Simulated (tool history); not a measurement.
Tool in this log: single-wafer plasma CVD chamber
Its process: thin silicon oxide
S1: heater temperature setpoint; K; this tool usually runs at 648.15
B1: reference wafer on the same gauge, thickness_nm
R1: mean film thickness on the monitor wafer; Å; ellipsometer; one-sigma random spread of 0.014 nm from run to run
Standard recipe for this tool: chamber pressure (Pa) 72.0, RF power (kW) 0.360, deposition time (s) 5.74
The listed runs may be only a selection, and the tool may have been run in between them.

Run 1, day 0.000: usual settings; B1 7.773. Result: R1 70.18 Å.
Run 2, day 0.979: usual settings; B1 7.779. Result: R1 70.10 Å.
Run 3, day 1.608: usual settings; B1 7.774. Result: R1 69.92 Å.
Run 4, day 2.004: usual settings; B1 7.786. Result: R1 69.64 Å.
Run 5, day 2.442: usual settings but chamber pressure (Pa) 58.4, RF power (kW) 0.300; B1 7.775. Result: R1 52.41 Å.
Run 6, day 3.029: usual settings but S1 636.15 K, deposition time (s) 5.19; B1 7.777. Result: R1 63.62 Å.
Run 7, day 3.379: usual settings but RF power (kW) 0.420, deposition time (s) 6.87; B1 7.776. Result: R1 88.15 Å.
Run 8, day 4.004: usual settings but chamber pressure (Pa) 86.0, deposition time (s) 6.25; B1 7.777. Result: R1 90.44 Å.
At day 4.438: capacitance manometer re-zeroed and calibrated.
Run 9, day 4.458: usual settings; B1 7.779. Result: R1 72.52 Å.
Run 10, day 4.808: usual settings but RF power (kW) 0.410, deposition time (s) 5.27; B1 7.780. Result: R1 69.62 Å.
At day 5.396: RF generator calibrated.
Run 11, day 5.417: usual settings; B1 7.775. Result: R1 74.89 Å.
Run 12, day 5.625: usual settings but S1 655.15 K, RF power (kW) 0.295; B1 7.777. Result: R1 69.14 Å.
Run 13, day 6.371: usual settings but chamber pressure (Pa) 59.2, RF power (kW) 0.305, deposition time (s) 6.59; B1 7.777. Result: R1 65.97 Å.
Run 14, day 6.988: usual settings but deposition time (s) 4.67; B1 7.784. Result: R1 60.57 Å.
At day 7.150: gauge calibrated.
Run 15, day 7.388: usual settings but chamber pressure (Pa) 81.2, deposition time (s) 6.20; B1 7.781. Result: R1 90.75 Å.
Run 16, day 7.929: usual settings but S1 638.15 K, chamber pressure (Pa) 64.0, RF power (kW) 0.415, deposition time (s) 4.93; B1 7.778. Result: R1 60.41 Å.
Run 17, day 8.196: usual settings but chamber pressure (Pa) 59.2, RF power (kW) 0.305, deposition time (s) 6.59; B1 7.778. Result: R1 66.29 Å.
Run 18, day 8.762: usual settings but S1 634.15 K; B1 7.776. Result: R1 75.47 Å.
Run 19, day 9.179: usual settings but deposition time (s) 6.85; B1 7.776. Result: R1 89.17 Å.
Run 20, day 9.575: usual settings but RF power (kW) 0.335; B1 7.777. Result: R1 72.53 Å.
Run 21, day 9.862: usual settings but chamber pressure (Pa) 61.7, RF power (kW) 0.320, deposition time (s) 4.60; B1 7.777. Result: R1 49.04 Å.
Run 22, day 10.358: usual settings but S1 637.15 K, chamber pressure (Pa) 62.3, RF power (kW) 0.315, deposition time (s) 5.26; B1 7.779. Result: R1 56.54 Å.
Run 23, day 10.779: usual settings; B1 7.787. Result: R1 74.53 Å.
Run 24, day 11.050: usual settings but RF power (kW) 0.300; B1 7.778. Result: R1 69.53 Å.
Run 25, day 11.538: usual settings but S1 655.15 K, chamber pressure (Pa) 56.8, deposition time (s) 5.16; B1 7.784. Result: R1 52.41 Å.
Run 26, day 11.871: usual settings but S1 636.15 K, chamber pressure (Pa) 59.7; B1 7.776. Result: R1 62.35 Å.
Run 27, day 12.242: usual settings but RF power (kW) 0.425, deposition time (s) 5.44; B1 7.774. Result: R1 74.85 Å.
Run 28, day 12.554: usual settings but S1 660.15 K, RF power (kW) 0.315, deposition time (s) 6.31; B1 7.787. Result: R1 77.26 Å.

Below are 5 alternative next runs, each starting from the tool's condition after run 28. Predict each:
Run A, day 12.571: usual settings but chamber pressure (Pa) 64.9; B1 ?. Result: R1 ?.
Run B, day 12.571: usual settings but chamber pressure (Pa) 57.1, RF power (kW) 0.330; B1 ?. Result: R1 ?.
Run C, day 12.571: usual settings but chamber pressure (Pa) 81.7, deposition time (s) 4.77; B1 ?. Result: R1 ?.
Run D, day 12.571: usual settings but S1 655.15 K, deposition time (s) 6.86; B1 ?. Result: R1 ?.
Run E, day 12.571: usual settings but chamber pressure (Pa) 83.7, deposition time (s) 6.85; B1 ?. Result: R1 ?.

run     B1      R1
  A  7.782   67.38
  B  7.782   57.05
  C  7.782   70.42
  D  7.782   88.74
  E  7.782  103.48
With the hidden condition removed and each run's random variation left untouched, the same runs would have given:
run      R1
  A   68.77
  B   58.30
  C   71.84
  D   90.57
  E  105.56
